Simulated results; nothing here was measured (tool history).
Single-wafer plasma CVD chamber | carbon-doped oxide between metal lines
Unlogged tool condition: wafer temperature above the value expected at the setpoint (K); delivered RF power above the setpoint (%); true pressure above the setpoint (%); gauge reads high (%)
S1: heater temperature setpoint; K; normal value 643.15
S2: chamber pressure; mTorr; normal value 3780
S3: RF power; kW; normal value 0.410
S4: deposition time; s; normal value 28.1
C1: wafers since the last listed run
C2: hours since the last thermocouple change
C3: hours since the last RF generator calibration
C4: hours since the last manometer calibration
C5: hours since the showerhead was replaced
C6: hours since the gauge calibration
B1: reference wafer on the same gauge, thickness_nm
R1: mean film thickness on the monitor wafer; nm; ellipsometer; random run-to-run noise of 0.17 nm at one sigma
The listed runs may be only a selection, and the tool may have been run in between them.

| run | day | S1 | S2 | S3 | S4 | C1 | C2 | C3 | C4 | C5 | C6 | B1 | R1 |
|---|---|---|---|---|---|---|---|---|---|---|---|---|---|
| 1 | 0.000 | 643.15 | 3780 | 0.410 | 28.1 | 0 | 688.2 | 959.3 | 696.3 | 3522.1 | 155.1 | 112.992 | 111.659 |
| 2 | 0.596 | 643.15 | 3780 | 0.410 | 28.1 | 214 | 702.5 | 973.6 | 710.6 | 3536.4 | 169.4 | 113.009 | 111.229 |
| 3 | 0.971 | 643.15 | 3780 | 0.410 | 28.1 | 135 | 711.5 | 982.6 | 719.6 | 3545.4 | 178.4 | 112.975 | 111.589 |
| 4 | 1.354 | 643.15 | 3780 | 0.410 | 28.1 | 138 | 720.7 | 991.8 | 728.8 | 3554.6 | 187.6 | 113.048 | 111.510 |
| 5 | 1.717 | 643.15 | 3780 | 0.410 | 28.1 | 130 | 729.4 | 1000.5 | 737.5 | 3563.3 | 196.3 | 112.982 | 111.378 |
| 6 | 2.400 | 643.15 | 3780 | 0.410 | 28.1 | 246 | 745.8 | 1016.9 | 753.9 | 3579.7 | 212.7 | 113.000 | 111.317 |
| 7 | 3.125 | 643.15 | 3780 | 0.410 | 28.1 | 261 | 763.2 | 1034.3 | 771.3 | 3597.1 | 230.1 | 113.002 | 111.180 |
| 8 | 3.858 | 643.15 | 3780 | 0.410 | 28.1 | 264 | 780.8 | 1051.9 | 788.9 | 3614.7 | 247.7 | 112.995 | 110.840 |
| 9 | 4.233 | 643.15 | 3780 | 0.410 | 28.1 | 135 | 789.8 | 1060.9 | 797.9 | 3623.7 | 256.7 | 112.959 | 110.842 |
|  | 4.346 | gauge calibrated |
| 10 | 4.592 | 643.15 | 3780 | 0.410 | 28.1 | 129 | 798.4 | 1069.5 | 806.5 | 3632.3 | 5.9 | 113.047 | 110.597 |
| 11 | 5.275 | 643.15 | 3780 | 0.410 | 28.1 | 246 | 814.8 | 1085.9 | 822.9 | 3648.7 | 22.3 | 112.991 | 110.674 |
| 12 | 5.533 | 643.15 | 4150 | 0.410 | 28.1 | 93 | 821.0 | 1092.1 | 829.1 | 3654.9 | 28.5 | 112.989 | 111.982 |
| 13 | 6.283 | 643.15 | 4150 | 0.410 | 28.1 | 270 | 839.0 | 1110.1 | 847.1 | 3672.9 | 46.5 | 113.021 | 111.426 |
| 14 | 6.892 | 643.15 | 3230 | 0.410 | 28.1 | 219 | 853.6 | 1124.7 | 861.7 | 3687.5 | 61.1 | 113.016 | 108.852 |
|  | 7.500 | capacitance manometer re-zeroed and calibrated |
|  | 7.658 | RF generator calibrated |
| 15 | 7.679 | 635.15 | 4720 | 0.410 | 28.1 | 106 | 872.5 | 0.5 | 4.3 | 3706.4 | 80.0 | 113.012 | 120.347 |
| 16 | 7.692 | 643.15 | 3780 | 0.410 | 28.1 | 4 | 872.8 | 0.8 | 4.6 | 3706.7 | 80.3 | 112.974 | 115.368 |
| 17 | 8.150 | 643.15 | 3780 | 0.410 | 28.1 | 165 | 883.8 | 11.8 | 15.6 | 3717.7 | 91.3 | 113.018 | 115.504 |
| 18 | 8.638 | 643.15 | 4440 | 0.410 | 22.5 | 175 | 895.5 | 23.5 | 27.3 | 3729.4 | 103.0 | 112.973 | 94.419 |
|  | 9.771 | showerhead replaced |
|  | 10.096 | thermocouple changed; heater temperature recalibrated |
| 19 | 10.117 | 643.15 | 3780 | 0.410 | 28.1 | 296 | 0.5 | 59.0 | 62.8 | 8.3 | 138.5 | 113.029 | 115.254 |
| 20 | 10.275 | 643.15 | 3780 | 0.410 | 28.1 | 57 | 4.3 | 62.8 | 66.6 | 12.1 | 142.3 | 113.049 | 115.520 |
| 21 | 10.567 | 643.15 | 3090 | 0.465 | 28.1 | 105 | 11.3 | 69.8 | 73.6 | 19.1 | 149.3 | 113.008 | 121.101 |
| 22 | 10.946 | 653.15 | 3380 | 0.410 | 28.1 | 136 | 20.4 | 78.9 | 82.7 | 28.2 | 158.4 | 112.997 | 111.882 |
| 23 | 11.362 | 657.15 | 3780 | 0.355 | 26.3 | 150 | 30.4 | 88.9 | 92.7 | 38.2 | 168.4 | 113.034 | 97.902 |
| 24 | 11.879 | 648.15 | 3780 | 0.410 | 28.1 | 186 | 42.8 | 101.3 | 105.1 | 50.6 | 180.8 | 112.987 | 114.246 |
| 25 | 13.112 | 634.15 | 3780 | 0.410 | 25.0 | 445 | 72.4 | 130.9 | 134.7 | 80.2 | 210.4 | 112.979 | 104.650 |
| 26 | 13.762 | 643.15 | 3780 | 0.410 | 28.1 | 234 | 88.0 | 146.5 | 150.3 | 95.8 | 226.0 | 112.955 | 115.383 |

Forecast each of these 5 alternatives for the next run:
| A | 13.779 | 643.15 | 3780 | 0.410 | 28.1 | 6 | 88.4 | 146.9 | 150.7 | 96.2 | 226.4 | ? | ? |
| B | 13.779 | 630.15 | 3780 | 0.475 | 28.1 | 6 | 88.4 | 146.9 | 150.7 | 96.2 | 226.4 | ? | ? |
| C | 13.779 | 630.15 | 3000 | 0.345 | 28.1 | 6 | 88.4 | 146.9 | 150.7 | 96.2 | 226.4 | ? | ? |
| D | 13.779 | 631.15 | 4630 | 0.410 | 32.3 | 6 | 88.4 | 146.9 | 150.7 | 96.2 | 226.4 | ? | ? |
| E | 13.779 | 629.15 | 2860 | 0.485 | 30.2 | 6 | 88.4 | 146.9 | 150.7 | 96.2 | 226.4 | ? | ? |

| run | B1 | R1 |
|---|---|---|
| A | 113.004 | 114.918 |
| B | 113.004 | 127.611 |
| C | 113.004 | 106.168 |
| D | 113.004 | 138.314 |
| E | 113.004 | 135.612 |
Had the tool no hidden state, the same runs would have come out as:
| run | R1 |
|---|---|
| A | 115.372 |
| B | 128.115 |
| C | 106.605 |
| D | 138.861 |
| E | 136.075 |
